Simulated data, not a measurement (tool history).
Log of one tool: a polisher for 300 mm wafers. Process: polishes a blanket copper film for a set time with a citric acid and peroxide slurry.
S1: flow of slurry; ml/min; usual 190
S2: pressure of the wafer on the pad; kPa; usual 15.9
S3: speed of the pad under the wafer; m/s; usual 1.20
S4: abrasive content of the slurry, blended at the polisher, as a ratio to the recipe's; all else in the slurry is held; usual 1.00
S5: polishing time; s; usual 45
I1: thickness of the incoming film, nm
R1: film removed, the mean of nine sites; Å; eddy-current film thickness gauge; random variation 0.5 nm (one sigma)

run 1 hour=0.0 | S1=190 S2=15.9 S3=1.20 S4=1.00 S5=45 | I1=644.7 | R1=860
-- hour=74.5 head pressure recalibrated
run 2 hour=267.3 | S1=190 S2=15.9 S3=1.20 S4=0.80 S5=45 | I1=648.2 | R1=804
-- hour=308.4 slurry blender recalibrated
run 3 hour=343.3 | S1=190 S2=15.9 S3=1.20 S4=0.80 S5=45 | I1=640.7 | R1=793
run 4 hour=433.1 | S1=190 S2=15.9 S3=1.20 S4=0.80 S5=45 | I1=630.7 | R1=792
-- hour=461.6 worn pad replaced by a new one
run 5 hour=484.0 | S1=190 S2=15.9 S3=1.20 S4=1.00 S5=45 | I1=648.4 | R1=826
run 6 hour=553.8 | S1=190 S2=15.9 S3=1.20 S4=1.00 S5=45 | I1=651.3 | R1=826
run 7 hour=599.8 | S1=190 S2=15.9 S3=1.20 S4=1.10 S5=45 | I1=643.7 | R1=837
run 8 hour=651.1 | S1=190 S2=15.9 S3=1.20 S4=1.00 S5=45 | I1=633.0 | R1=829
run 9 hour=712.5 | S1=190 S2=15.9 S3=1.20 S4=1.00 S5=45 | I1=641.0 | R1=826
-- hour=715.4 slurry nozzle cleaned
-- hour=722.9 slurry blender recalibrated
run 10 hour=768.4 | S1=190 S2=15.9 S3=1.20 S4=1.00 S5=45 | I1=645.3 | R1=832
run 11 hour=823.6 | S1=190 S2=15.9 S3=1.20 S4=1.00 S5=45 | I1=641.3 | R1=830
-- hour=871.6 worn pad replaced by a new one
run 12 hour=878.5 | S1=190 S2=15.9 S3=1.20 S4=1.00 S5=45 | I1=640.1 | R1=837
run 13 hour=927.2 | S1=145 S2=12.4 S3=1.20 S4=1.00 S5=45 | I1=636.6 | R1=673
run 14 hour=1035.2 | S1=190 S2=17.9 S3=1.20 S4=0.70 S5=45 | I1=634.0 | R1=892
run 15 hour=1105.6 | S1=190 S2=15.9 S3=1.20 S4=1.00 S5=45 | I1=628.0 | R1=846
-- hour=1149.1 slurry blender recalibrated
run 16 hour=1155.9 | S1=130 S2=15.9 S3=1.54 S4=1.00 S5=45 | I1=646.3 | R1=1029
-- hour=1184.0 head pressure recalibrated
run 17 hour=1234.2 | S1=190 S2=15.9 S3=1.20 S4=1.00 S5=45 | I1=637.8 | R1=749
-- hour=1276.3 worn pad replaced by a new one
run 18 hour=1306.5 | S1=235 S2=15.9 S3=0.80 S4=1.00 S5=29 | I1=629.8 | R1=337
-- hour=1341.5 slurry nozzle cleaned
run 19 hour=1394.5 | S1=190 S2=15.9 S3=1.20 S4=0.85 S5=45 | I1=639.7 | R1=732
run 20 hour=1432.0 | S1=190 S2=15.9 S3=1.20 S4=1.00 S5=53 | I1=638.1 | R1=887
run 21 hour=1488.8 | S1=190 S2=15.9 S3=1.20 S4=0.90 S5=45 | I1=641.5 | R1=748
-- hour=1545.5 head pressure recalibrated, repeated, since the last time left the tool worse
-- hour=1552.5 slurry blender recalibrated
run 22 hour=1589.9 | S1=190 S2=15.9 S3=1.20 S4=1.00 S5=45 | I1=635.1 | R1=818
-- hour=1669.0 worn pad replaced by a new one
run 23 hour=1697.6 | S1=190 S2=15.9 S3=1.20 S4=1.00 S5=49 | I1=638.8 | R1=890
run 24 hour=1950.2 | S1=125 S2=15.9 S3=1.50 S4=1.00 S5=45 | I1=632.3 | R1=981
-- hour=2021.7 slurry blender recalibrated
run 25 hour=2031.4 | S1=230 S2=15.9 S3=1.20 S4=1.20 S5=45 | I1=636.1 | R1=861
-- hour=2061.9 slurry nozzle cleaned
run 26 hour=2117.5 | S1=145 S2=11.7 S3=1.20 S4=1.00 S5=45 | I1=647.2 | R1=627
-- hour=2141.3 worn pad replaced by a new one
run 27 hour=2173.8 | S1=190 S2=15.9 S3=1.20 S4=1.00 S5=45 | I1=648.7 | R1=827

Forecast each of these 3 alternatives for the next run:
run A hour=2174.2 | S1=190 S2=15.9 S3=0.82 S4=1.00 S5=45 | I1=642.5 | R1=?
run B hour=2174.2 | S1=190 S2=17.9 S3=1.48 S4=1.00 S5=57 | I1=642.5 | R1=?
run C hour=2174.2 | S1=190 S2=18.6 S3=1.20 S4=1.15 S5=45 | I1=642.5 | R1=?

run=A R1=568
run=B R1=1410
run=C R1=956
Without the tool's hidden state the same runs would have given:
run=A R1=560
run=B R1=1389
run=C R1=942
